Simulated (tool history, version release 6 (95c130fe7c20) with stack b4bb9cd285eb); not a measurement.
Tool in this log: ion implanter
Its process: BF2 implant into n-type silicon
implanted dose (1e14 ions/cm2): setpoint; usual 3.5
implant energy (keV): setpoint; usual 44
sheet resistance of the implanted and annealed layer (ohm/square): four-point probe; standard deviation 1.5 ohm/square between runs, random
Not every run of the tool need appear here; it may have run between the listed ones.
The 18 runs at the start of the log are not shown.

run	hour	implanted dose (1e14 ions/cm2)	implant energy (keV)	wafers since the last listed run	hours since the last dose calibration	hours since the extraction supply was calibrated	hours since the gauge calibration	read-back reference wafer on the same gauge, sheet resistance	sheet resistance of the implanted and annealed layer (ohm/square)
19	596	3.5	44	489	393.9	286.9	1518	327.06	322.1
20	616.2	3.2	40	285	414.1	307.1	1538.2	327.57	350.75
21	644.5	4.54	52	400	442.4	335.4	1566.5	326.75	250.49
22	658.9	3.5	44	203	456.8	349.8	1580.9	326.95	324.49
23	685.6	3.5	39	377	483.5	376.5	1607.6	327.09	324.6
24	709.6	3.5	44	339	507.5	400.5	1631.6	327.13	322
25	726.8	3.87	31	243	524.7	417.7	1648.8	327.05	307.1
# hour 742.2: gauge calibrated
26	747.5	4.29	44	292	545.4	438.4	5.3	326.88	267.73
27	781.9	3.5	44	486	579.8	472.8	39.7	327.01	322.41
28	801.1	4.04	36	271	599	492	58.9	327.19	286.92
29	837	3.5	44	507	634.9	527.9	94.8	326.91	321.5
30	852	2.89	37	212	649.9	542.9	109.8	327.06	386.38
31	868.7	3.5	44	236	666.6	559.6	126.5	327.05	321.89
32	891	3.5	44	315	688.9	581.9	148.8	326.73	322.73
33	924.1	3.76	57	468	722	615	181.9	326.76	292.85
34	957.8	3.9	57.5	476	755.7	648.7	215.6	326.7	283.26
35	1041.6	2.5	30.5	1185	839.5	732.5	299.4	327.05	440.17
36	1071.9	2.6	44	428	869.8	762.8	329.7	326.88	414.34

Predict each of these 5 candidate next runs independently; none follows another, all start after run 36:
A	1072.3	3.5	44	5	870.2	763.2	330.1	?	?
B	1072.3	3.99	34.5	5	870.2	763.2	330.1	?	?
C	1072.3	3.2	37	5	870.2	763.2	330.1	?	?
D	1072.3	3.5	58.5	5	870.2	763.2	330.1	?	?
E	1072.3	4.3	58.5	5	870.2	763.2	330.1	?	?

run	read-back reference wafer on the same gauge, sheet resistance	sheet resistance of the implanted and annealed layer (ohm/square)
A	326.84	319.6
B	326.84	290.83
C	326.84	351.28
D	326.84	310.33
E	326.84	259.03
The same runs, with their run-to-run variation unchanged, on a tool lacking any hidden condition would have given:
run	sheet resistance of the implanted and annealed layer (ohm/square)
A	324.5
B	295.12
C	356.54
D	314.91
E	262.89

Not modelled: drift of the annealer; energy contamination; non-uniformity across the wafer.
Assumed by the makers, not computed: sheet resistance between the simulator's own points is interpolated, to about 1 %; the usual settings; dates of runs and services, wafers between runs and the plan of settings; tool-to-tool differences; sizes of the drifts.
